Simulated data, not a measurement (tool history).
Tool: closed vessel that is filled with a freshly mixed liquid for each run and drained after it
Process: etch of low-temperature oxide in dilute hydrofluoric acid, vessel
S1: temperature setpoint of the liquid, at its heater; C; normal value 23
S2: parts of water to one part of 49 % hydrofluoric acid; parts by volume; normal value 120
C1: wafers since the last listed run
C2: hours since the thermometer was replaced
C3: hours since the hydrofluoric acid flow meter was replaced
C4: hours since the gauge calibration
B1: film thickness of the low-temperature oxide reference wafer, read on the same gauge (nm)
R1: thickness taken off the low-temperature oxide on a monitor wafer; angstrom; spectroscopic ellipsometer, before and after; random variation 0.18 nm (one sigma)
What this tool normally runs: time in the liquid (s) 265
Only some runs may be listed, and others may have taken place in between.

{"run": 1, "hour": 0.0, "S1": 23, "S2": 120, "time in the liquid (s)": 195, "C1": 0, "C2": 706.9, "C3": 447.5, "C4": 239.3, "B1": 30, "R1": 229.6}
{"run": 2, "hour": 71.5, "S1": 23, "S2": 120, "time in the liquid (s)": 195, "C1": 5802, "C2": 778.4, "C3": 519, "C4": 310.8, "B1": 30, "R1": 233.3}
{"run": 3, "hour": 93.7, "S1": 23, "S2": 120, "time in the liquid (s)": 350, "C1": 1801, "C2": 800.6, "C3": 541.2, "C4": 333, "B1": 29.99, "R1": 417.3}
{"run": 4, "hour": 110.3, "S1": 27, "S2": 120, "time in the liquid (s)": 265, "C1": 1347, "C2": 817.2, "C3": 557.8, "C4": 349.6, "B1": 29.99, "R1": 371.7}
{"run": 5, "hour": 123.8, "S1": 27, "S2": 120, "time in the liquid (s)": 265, "C1": 1095, "C2": 830.7, "C3": 571.3, "C4": 363.1, "B1": 30, "R1": 373.2}
{"run": 6, "hour": 216.2, "S1": 27, "S2": 120, "time in the liquid (s)": 265, "C1": 7498, "C2": 923.1, "C3": 663.7, "C4": 455.5, "B1": 30.01, "R1": 375.2}
{"run": 7, "hour": 246.6, "S1": 23, "S2": 120, "time in the liquid (s)": 265, "C1": 2467, "C2": 953.5, "C3": 694.1, "C4": 485.9, "B1": 30.02, "R1": 328.8}
{"run": 8, "hour": 271.8, "S1": 23, "S2": 120, "time in the liquid (s)": 265, "C1": 2045, "C2": 978.7, "C3": 719.3, "C4": 511.1, "B1": 30, "R1": 326.2}
{"run": 9, "hour": 289.6, "S1": 23, "S2": 120, "time in the liquid (s)": 265, "C1": 1444, "C2": 996.5, "C3": 737.1, "C4": 528.9, "B1": 30.02, "R1": 329}
{"run": 10, "hour": 322.7, "S1": 23, "S2": 120, "time in the liquid (s)": 265, "C1": 2686, "C2": 1029.6, "C3": 770.2, "C4": 562, "B1": 30.01, "R1": 330.8}
{"run": 11, "hour": 336.0, "S1": 23, "S2": 120, "time in the liquid (s)": 265, "C1": 1079, "C2": 1042.9, "C3": 783.5, "C4": 575.3, "B1": 29.98, "R1": 333.6}
{"run": 12, "hour": 365.7, "S1": 23, "S2": 120, "time in the liquid (s)": 265, "C1": 2410, "C2": 1072.6, "C3": 813.2, "C4": 605, "B1": 30.03, "R1": 331.8}
{"run": 13, "hour": 390.3, "S1": 23, "S2": 120, "time in the liquid (s)": 295, "C1": 1996, "C2": 1097.2, "C3": 837.8, "C4": 629.6, "B1": 29.99, "R1": 376.4}
{"run": 14, "hour": 425.0, "S1": 20, "S2": 135, "time in the liquid (s)": 265, "C1": 2816, "C2": 1131.9, "C3": 872.5, "C4": 664.3, "B1": 29.99, "R1": 261.2}
{"hour": 431.6, "done": "thermometer replaced"}
{"run": 15, "hour": 438.4, "S1": 20, "S2": 135, "time in the liquid (s)": 265, "C1": 1006, "C2": 6.8, "C3": 885.9, "C4": 677.7, "B1": 30.01, "R1": 234.7}
{"hour": 467.0, "done": "hydrofluoric acid flow meter replaced"}
{"run": 16, "hour": 467.5, "S1": 23, "S2": 120, "time in the liquid (s)": 265, "C1": 2280, "C2": 35.9, "C3": 0.5, "C4": 706.8, "B1": 30, "R1": 280.5}
{"run": 17, "hour": 489.3, "S1": 23, "S2": 90, "time in the liquid (s)": 125, "C1": 1769, "C2": 57.7, "C3": 22.3, "C4": 728.6, "B1": 29.99, "R1": 181.7}
{"run": 18, "hour": 517.9, "S1": 26.5, "S2": 120, "time in the liquid (s)": 205, "C1": 2320, "C2": 86.3, "C3": 50.9, "C4": 757.2, "B1": 30.02, "R1": 253.7}
{"run": 19, "hour": 549.8, "S1": 19.5, "S2": 75, "time in the liquid (s)": 210, "C1": 2588, "C2": 118.2, "C3": 82.8, "C4": 789.1, "B1": 30.01, "R1": 328.7}
{"run": 20, "hour": 565.7, "S1": 20, "S2": 170, "time in the liquid (s)": 265, "C1": 1290, "C2": 134.1, "C3": 98.7, "C4": 805, "B1": 29.97, "R1": 168.5}

Forecast run 21:
{"run": 21, "hour": 591.6, "S1": 23, "S2": 120, "time in the liquid (s)": 265, "C1": 2101, "C2": 160, "C3": 124.6, "C4": 830.9, "B1": "?", "R1": "?"}

B1: 30
R1: 288.5 angstrom
Were there no unlogged condition in the tool, this run, its random variation unchanged, would have produced R1 279.9 angstrom.

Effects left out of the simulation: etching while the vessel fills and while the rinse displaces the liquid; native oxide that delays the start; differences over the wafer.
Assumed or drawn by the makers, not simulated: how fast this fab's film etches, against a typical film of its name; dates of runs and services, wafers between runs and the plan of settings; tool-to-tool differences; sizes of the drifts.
